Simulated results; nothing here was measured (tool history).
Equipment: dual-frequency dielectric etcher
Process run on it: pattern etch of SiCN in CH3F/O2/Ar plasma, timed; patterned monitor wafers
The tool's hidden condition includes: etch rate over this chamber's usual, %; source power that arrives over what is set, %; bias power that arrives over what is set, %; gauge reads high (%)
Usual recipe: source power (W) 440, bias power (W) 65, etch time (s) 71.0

run    hour  source power (W)  bias power (W)  etch time (s)  wafers since the last listed run  hours since the last wet clean  hours since the last source power generator calibration  hours since the last bias power generator calibration  hours since the last upper electrode change  hours since the gauge calibration  read-back reference wafer on the same gauge, depth_nm  mean etch depth across the wafer (Å)
  1     0.0               440              65           71.0                                 0                            74.8                                                   5038.6                                                 4587.3                                       5057.1                             1112.6                                                  25.11                                 252.2
  2    80.6               440              72           57.5                              1270                           155.4                                                   5119.2                                                 4667.9                                       5137.7                             1193.2                                                  25.09                                 214.7
  3   167.7               440              65           71.0                              1373                           242.5                                                   5206.3                                                 4755.0                                       5224.8                             1280.3                                                  25.10                                 250.8
  4   257.1               520              65           71.0                              1409                           331.9                                                   5295.7                                                 4844.4                                       5314.2                             1369.7                                                  25.10                                 261.7
      343.4  -- wet clean of the chamber
  5   350.3               520              65           71.0                              1091                             6.9                                                   5388.9                                                 4937.6                                       5407.4                             1462.9                                                  25.10                                 264.8
      401.4  -- bias power generator calibrated
  6   403.2               520              65           71.0                               770                            59.8                                                   5441.8                                                    1.8                                       5460.3                             1515.8                                                  25.11                                 273.5
      466.0  -- gauge calibrated
  7   481.5               440              74           71.0                              1234                           138.1                                                   5520.1                                                   80.1                                       5538.6                               15.5                                                  25.11                                 279.3
      491.2  -- source power generator calibrated
  8   549.5               440              74           71.0                              1009                           206.1                                                     58.3                                                  148.1                                       5606.6                               83.5                                                  25.11                                 277.3
  9   594.6               440              65           71.0                               711                           251.2                                                    103.4                                                  193.2                                       5651.7                              128.6                                                  25.10                                 258.4
 10   645.5               520              65           71.0                               802                           302.1                                                    154.3                                                  244.1                                       5702.6                              179.5                                                  25.10                                 269.8
      692.7  -- upper electrode replaced
 11   718.1               520              51           71.0                               766                           374.7                                                    226.9                                                  316.7                                         25.4                              252.1                                                  25.10                                 235.0
 12   820.8               500              72           63.0                              1619                           477.4                                                    329.6                                                  419.4                                        128.1                              354.8                                                  25.10                                 247.3
      854.9  -- wet clean of the chamber
 13   890.0               520              65           71.0                               712                            35.1                                                    398.8                                                  488.6                                        197.3                              424.0                                                  25.10                                 270.7
 14   950.5               500              57           71.0                               953                            95.6                                                    459.3                                                  549.1                                        257.8                              484.5                                                  25.09                                 249.4
 15  1046.8               360              49           59.5                              1518                           191.9                                                    555.6                                                  645.4                                        354.1                              580.8                                                  25.11                                 175.1
 16  1134.0               330              65           85.0                              1374                           279.1                                                    642.8                                                  732.6                                        441.3                              668.0                                                  25.11                                 284.8
 17  1182.4               440              65           71.0                               763                           327.5                                                    691.2                                                  781.0                                        489.7                              716.4                                                  25.09                                 254.8
 18  1262.7               410              65           71.0                              1266                           407.8                                                    771.5                                                  861.3                                        570.0                              796.7                                                  25.10                                 249.3

Alternative continuations, all from the tool just after run 18; predict every row:
  A  1263.1               440              65           71.0                                 6                           408.2                                                    771.9                                                  861.7                                        570.4                              797.1                                                      ?                                     ?
  B  1263.1               370              53           82.0                                 6                           408.2                                                    771.9                                                  861.7                                        570.4                              797.1                                                      ?                                     ?
  C  1263.1               350              70           89.0                                 6                           408.2                                                    771.9                                                  861.7                                        570.4                              797.1                                                      ?                                     ?
  D  1263.1               520              59           80.5                                 6                           408.2                                                    771.9                                                  861.7                                        570.4                              797.1                                                      ?                                     ?

run  read-back reference wafer on the same gauge, depth_nm  mean etch depth across the wafer (Å)
  A                                                  25.09                                 254.1
  B                                                  25.09                                 251.0
  C                                                  25.09                                 312.2
  D                                                  25.09                                 286.6
Take away the tool's hidden state, keep each run's random variation, and the runs would have read:
run  mean etch depth across the wafer (Å)
  A                                 260.2
  B                                 257.0
  C                                 319.8
  D                                 293.5

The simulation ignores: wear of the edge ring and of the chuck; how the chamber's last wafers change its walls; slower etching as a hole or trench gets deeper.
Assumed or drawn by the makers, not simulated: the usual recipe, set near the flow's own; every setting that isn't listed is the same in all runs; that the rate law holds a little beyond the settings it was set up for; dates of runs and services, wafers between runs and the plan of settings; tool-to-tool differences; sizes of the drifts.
